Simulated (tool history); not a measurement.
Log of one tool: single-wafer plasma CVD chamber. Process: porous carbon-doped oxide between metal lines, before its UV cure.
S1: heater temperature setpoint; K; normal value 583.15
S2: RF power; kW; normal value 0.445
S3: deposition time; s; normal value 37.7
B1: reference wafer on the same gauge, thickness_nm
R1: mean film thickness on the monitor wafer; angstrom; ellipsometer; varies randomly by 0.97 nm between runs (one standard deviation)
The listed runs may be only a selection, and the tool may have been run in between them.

run	hour	S1	S2	S3	B1	R1
1	0.0	574.15	0.445	37.7	194.747	1732.00
2	14.1	583.15	0.380	37.7	194.990	1389.21
3	34.5	583.15	0.380	37.7	195.197	1382.06
4	53.8	595.15	0.385	37.7	195.013	1313.46
5	74.8	583.15	0.420	37.7	195.120	1558.26
6	89.0	583.15	0.420	37.7	195.135	1537.00
7	120.3	583.15	0.445	37.7	194.774	1641.78
8	152.5	583.15	0.445	37.7	195.292	1634.08
9	168.6	583.15	0.445	37.7	194.896	1624.66
10	182.1	583.15	0.445	37.7	194.978	1652.28
11	204.3	583.15	0.445	37.7	195.279	1639.22
# hour 213.7: showerhead replaced
12	220.2	583.15	0.445	37.7	194.944	1631.52
13	240.4	583.15	0.445	37.7	195.249	1621.97
14	262.4	583.15	0.445	37.7	194.922	1635.40
# hour 272.1: gauge calibrated
15	279.8	583.15	0.445	37.7	194.705	1626.35
16	328.8	583.15	0.380	33.1	195.203	1215.45
17	353.8	590.15	0.445	37.7	195.046	1553.87
# hour 384.9: thermocouple changed; heater temperature recalibrated
18	385.4	583.15	0.445	37.7	194.552	1605.88
19	438.1	588.15	0.480	30.4	194.745	1367.98
20	462.5	579.15	0.360	32.5	195.348	1141.37
21	476.2	577.15	0.495	31.4	194.639	1537.64
22	489.2	571.15	0.515	41.4	194.862	2171.02
23	522.4	583.15	0.445	34.7	195.008	1480.32
24	611.5	583.15	0.515	33.9	195.009	1643.90
25	641.0	593.15	0.490	44.2	194.860	1925.43
# hour 674.8: RF generator calibrated
26	675.3	583.15	0.445	41.9	195.385	1873.12
27	706.5	568.15	0.445	39.7	195.255	1933.34
28	725.2	579.15	0.520	31.4	195.219	1640.54

Expected results for the next run?
29	758.5	583.15	0.445	37.7	?	?

B1: 194.584
R1: 1665.26 angstrom
Without the tool's hidden state the same run would have given R1 1680.41 angstrom.
